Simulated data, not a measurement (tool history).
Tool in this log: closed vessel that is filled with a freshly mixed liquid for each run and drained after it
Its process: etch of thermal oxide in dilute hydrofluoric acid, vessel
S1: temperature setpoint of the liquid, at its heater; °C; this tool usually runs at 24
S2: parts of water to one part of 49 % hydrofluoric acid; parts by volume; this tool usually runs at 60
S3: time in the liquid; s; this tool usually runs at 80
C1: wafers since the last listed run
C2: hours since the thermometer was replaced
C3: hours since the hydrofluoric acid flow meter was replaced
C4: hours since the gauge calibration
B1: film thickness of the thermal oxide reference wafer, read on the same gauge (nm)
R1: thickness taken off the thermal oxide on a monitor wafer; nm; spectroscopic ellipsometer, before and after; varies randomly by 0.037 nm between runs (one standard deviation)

Run 1, hour 0: usual settings; C1 0; C2 1181; C3 894.9; C4 305.7; B1 29.8. Result: R1 6.6 nm.
Run 2, hour 68.5: usual settings but S3 105 s; C1 8677; C2 1249.5; C3 963.4; C4 374.2; B1 29.81. Result: R1 8.63 nm.
Run 3, hour 122.1: usual settings; C1 6789; C2 1303.1; C3 1017; C4 427.8; B1 29.74. Result: R1 6.62 nm.
Run 4, hour 173.1: usual settings; C1 6460; C2 1354.1; C3 1068; C4 478.8; B1 29.67. Result: R1 6.67 nm.
Run 5, hour 274.5: usual settings; C1 12845; C2 1455.5; C3 1169.4; C4 580.2; B1 29.6. Result: R1 6.61 nm.
Run 6, hour 310.7: usual settings; C1 4585; C2 1491.7; C3 1205.6; C4 616.4; B1 29.6. Result: R1 6.63 nm.
Run 7, hour 361.5: usual settings but S3 50 s; C1 6435; C2 1542.5; C3 1256.4; C4 667.2; B1 29.6. Result: R1 4.11 nm.
Run 8, hour 404.9: usual settings but S2 80 parts by volume; C1 5497; C2 1585.9; C3 1299.8; C4 710.6; B1 29.56. Result: R1 4.78 nm.
Run 9, hour 508: usual settings but S2 80 parts by volume; C1 13060; C2 1689; C3 1402.9; C4 813.7; B1 29.53. Result: R1 4.8 nm.
Run 10, hour 596.8: usual settings but S2 80 parts by volume; C1 11248; C2 1777.8; C3 1491.7; C4 902.5; B1 29.45. Result: R1 4.78 nm.
Run 11, hour 688.1: usual settings but S2 50 parts by volume; C1 11565; C2 1869.1; C3 1583; C4 993.8; B1 29.36. Result: R1 7.96 nm.
Run 12, hour 759: usual settings but S2 50 parts by volume; C1 8981; C2 1940; C3 1653.9; C4 1064.7; B1 29.29. Result: R1 7.91 nm.
At hour 768.2: hydrofluoric acid flow meter replaced.
Run 13, hour 830.6: usual settings but S2 50 parts by volume; C1 8943; C2 2011.6; C3 62.4; C4 1136.3; B1 29.22. Result: R1 7.87 nm.
Run 14, hour 911.4: usual settings; C1 10235; C2 2092.4; C3 143.2; C4 1217.1; B1 29.14. Result: R1 6.49 nm.
At hour 1096.5: thermometer replaced.
Run 15, hour 1223.6: usual settings but S1 27.5 °C, S2 85 parts by volume, S3 120 s; C1 39422; C2 127.1; C3 455.4; C4 1529.3; B1 28.67. Result: R1 7.5 nm.
Run 16, hour 1271.1: usual settings but S1 29 °C, S2 40 parts by volume; C1 6017; C2 174.6; C3 502.9; C4 1576.8; B1 28.6. Result: R1 12.05 nm.
Run 17, hour 1359.3: usual settings but S1 26 °C, S2 75 parts by volume, S3 55 s; C1 11172; C2 262.8; C3 591.1; C4 1665; B1 28.44. Result: R1 3.72 nm.
Run 18, hour 1404.8: usual settings but S2 45 parts by volume, S3 115 s; C1 5763; C2 308.3; C3 636.6; C4 1710.5; B1 28.39. Result: R1 12.33 nm.
Run 19, hour 1478.9: usual settings; C1 9386; C2 382.4; C3 710.7; C4 1784.6; B1 28.26. Result: R1 6.23 nm.
Run 20, hour 1560.1: usual settings but S2 75 parts by volume, S3 40 s; C1 10286; C2 463.6; C3 791.9; C4 1865.8; B1 28.15. Result: R1 2.45 nm.
Run 21, hour 1653.6: usual settings but S3 100 s; C1 11844; C2 557.1; C3 885.4; C4 1959.3; B1 27.94. Result: R1 7.78 nm.
Run 22, hour 1707.4: usual settings but S2 70 parts by volume, S3 65 s; C1 6815; C2 610.9; C3 939.2; C4 2013.1; B1 27.86. Result: R1 4.28 nm.
At hour 1754.7: gauge calibrated.
Run 23, hour 1776.9: usual settings; C1 8804; C2 680.4; C3 1008.7; C4 22.2; B1 30.14. Result: R1 6.72 nm.
Run 24, hour 1856: usual settings but S1 21.5 °C, S2 85 parts by volume; C1 10020; C2 759.5; C3 1087.8; C4 101.3; B1 30.2. Result: R1 4.11 nm.
Run 25, hour 1935.1: usual settings but S2 45 parts by volume; C1 10020; C2 838.6; C3 1166.9; C4 180.4; B1 30.15. Result: R1 9.14 nm.
Run 26, hour 2016.7: usual settings but S2 40 parts by volume, S3 95 s; C1 10336; C2 920.2; C3 1248.5; C4 262; B1 30.12. Result: R1 12.21 nm.
Run 27, hour 2076: usual settings but S1 27 °C; C1 7511; C2 979.5; C3 1307.8; C4 321.3; B1 30.08. Result: R1 7.51 nm.
Run 28, hour 2182.8: usual settings; C1 13529; C2 1086.3; C3 1414.6; C4 428.1; B1 30.08. Result: R1 6.68 nm.
Run 29, hour 2246.6: usual settings but S1 25.5 °C, S2 75 parts by volume, S3 65 s; C1 8082; C2 1150.1; C3 1478.4; C4 491.9; B1 30.01. Result: R1 4.49 nm.

Branching from run 29: 5 alternative next runs. What would each branch give?
Run A, hour 2247.3: usual settings; C1 88; C2 1150.8; C3 1479.1; C4 492.6; B1 ?. Result: R1 ?.
Run B, hour 2247.3: usual settings but S1 26.5 °C, S3 45 s; C1 88; C2 1150.8; C3 1479.1; C4 492.6; B1 ?. Result: R1 ?.
Run C, hour 2247.3: usual settings but S1 28 °C, S2 40 parts by volume, S3 40 s; C1 88; C2 1150.8; C3 1479.1; C4 492.6; B1 ?. Result: R1 ?.
Run D, hour 2247.3: usual settings but S1 22.5 °C, S2 90 parts by volume; C1 88; C2 1150.8; C3 1479.1; C4 492.6; B1 ?. Result: R1 ?.
Run E, hour 2247.3: usual settings but S1 22.5 °C; C1 88; C2 1150.8; C3 1479.1; C4 492.6; B1 ?. Result: R1 ?.

run     B1    R1
  A  30.05  6.67
  B  30.05  4.15
  C  30.05  6.05
  D  30.05  4.03
  E  30.05  6.28
With no hidden state in the tool, these same runs would have given:
run    R1
  A  6.67
  B  4.15
  C  6.04
  D  4.03
  E  6.27
